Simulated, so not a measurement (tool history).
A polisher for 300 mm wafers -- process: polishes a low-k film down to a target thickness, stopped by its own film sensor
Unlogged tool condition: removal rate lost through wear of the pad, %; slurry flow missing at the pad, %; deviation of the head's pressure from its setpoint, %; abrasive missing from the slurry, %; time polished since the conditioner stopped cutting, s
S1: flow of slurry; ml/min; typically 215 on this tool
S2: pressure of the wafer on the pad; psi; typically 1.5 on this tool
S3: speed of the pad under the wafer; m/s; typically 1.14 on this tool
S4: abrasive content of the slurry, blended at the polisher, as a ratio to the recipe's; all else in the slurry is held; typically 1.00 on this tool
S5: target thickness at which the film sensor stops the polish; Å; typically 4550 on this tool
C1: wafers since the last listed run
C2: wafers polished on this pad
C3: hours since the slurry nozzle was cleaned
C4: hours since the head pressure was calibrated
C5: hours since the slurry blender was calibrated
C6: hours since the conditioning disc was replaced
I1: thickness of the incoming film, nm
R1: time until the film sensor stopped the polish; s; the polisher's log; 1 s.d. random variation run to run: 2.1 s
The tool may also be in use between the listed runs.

run	hour	S1	S2	S3	S4	S5	C1	C2	C3	C4	C5	C6	I1	R1
1	0.0	215	1.5	0.90	1.00	4550	0	96	199.8	212.8	68.4	62.1	503.3	157.4
# hour 94.3: slurry nozzle cleaned
2	101.5	215	1.5	0.90	1.00	4550	643	740	7.2	314.3	169.9	163.6	506.4	166.4
3	143.0	215	1.5	1.14	1.00	4550	265	1006	48.7	355.8	211.4	205.1	510.5	162.7
# hour 202.7: conditioning disc replaced and pad reconditioned
# hour 213.0: slurry blender recalibrated
# hour 248.0: worn pad replaced by a new one
# hour 440.0: slurry nozzle cleaned
# hour 445.6: conditioning disc replaced and pad reconditioned
4	462.0	215	1.5	1.14	1.00	4550	1972	1351	22.0	674.8	249.0	16.4	491.5	106.8
# hour 489.5: slurry blender recalibrated
# hour 512.2: worn pad replaced by a new one
5	540.8	215	1.5	1.14	1.00	4500	466	183	100.8	753.6	51.3	95.2	503.0	154.1
6	589.1	215	1.5	1.14	1.00	4500	309	492	149.1	801.9	99.6	143.5	507.0	168.1
7	640.6	215	1.5	1.14	1.00	4550	329	822	200.6	853.4	151.1	195.0	492.1	109.2
# hour 688.1: conditioning disc replaced and pad reconditioned
8	725.5	215	1.5	1.14	1.00	4550	530	1353	285.5	938.3	236.0	37.4	503.6	144.4
# hour 734.6: slurry blender recalibrated
# hour 764.9: slurry nozzle cleaned
# hour 778.9: worn pad replaced by a new one
9	801.2	215	1.5	0.94	1.15	4650	440	142	36.3	1014.0	66.6	113.1	506.6	121.2
10	840.3	215	1.5	0.78	1.25	4550	250	393	75.4	1053.1	105.7	152.2	495.1	129.2
11	916.5	250	1.7	1.14	0.80	4600	488	881	151.6	1129.3	181.9	228.4	503.3	125.4

The next listed run, before its measurement:
# hour 958.3: conditioning disc replaced and pad reconditioned
12	967.2	260	1.5	1.14	1.25	4550	311	1193	202.3	1180.0	232.6	8.9	498.9	?

{"run 12": {"R1": 110.7}}
If the tool had no hidden condition, the same run with the same run-to-run variation would have returned R1 110.7 s.

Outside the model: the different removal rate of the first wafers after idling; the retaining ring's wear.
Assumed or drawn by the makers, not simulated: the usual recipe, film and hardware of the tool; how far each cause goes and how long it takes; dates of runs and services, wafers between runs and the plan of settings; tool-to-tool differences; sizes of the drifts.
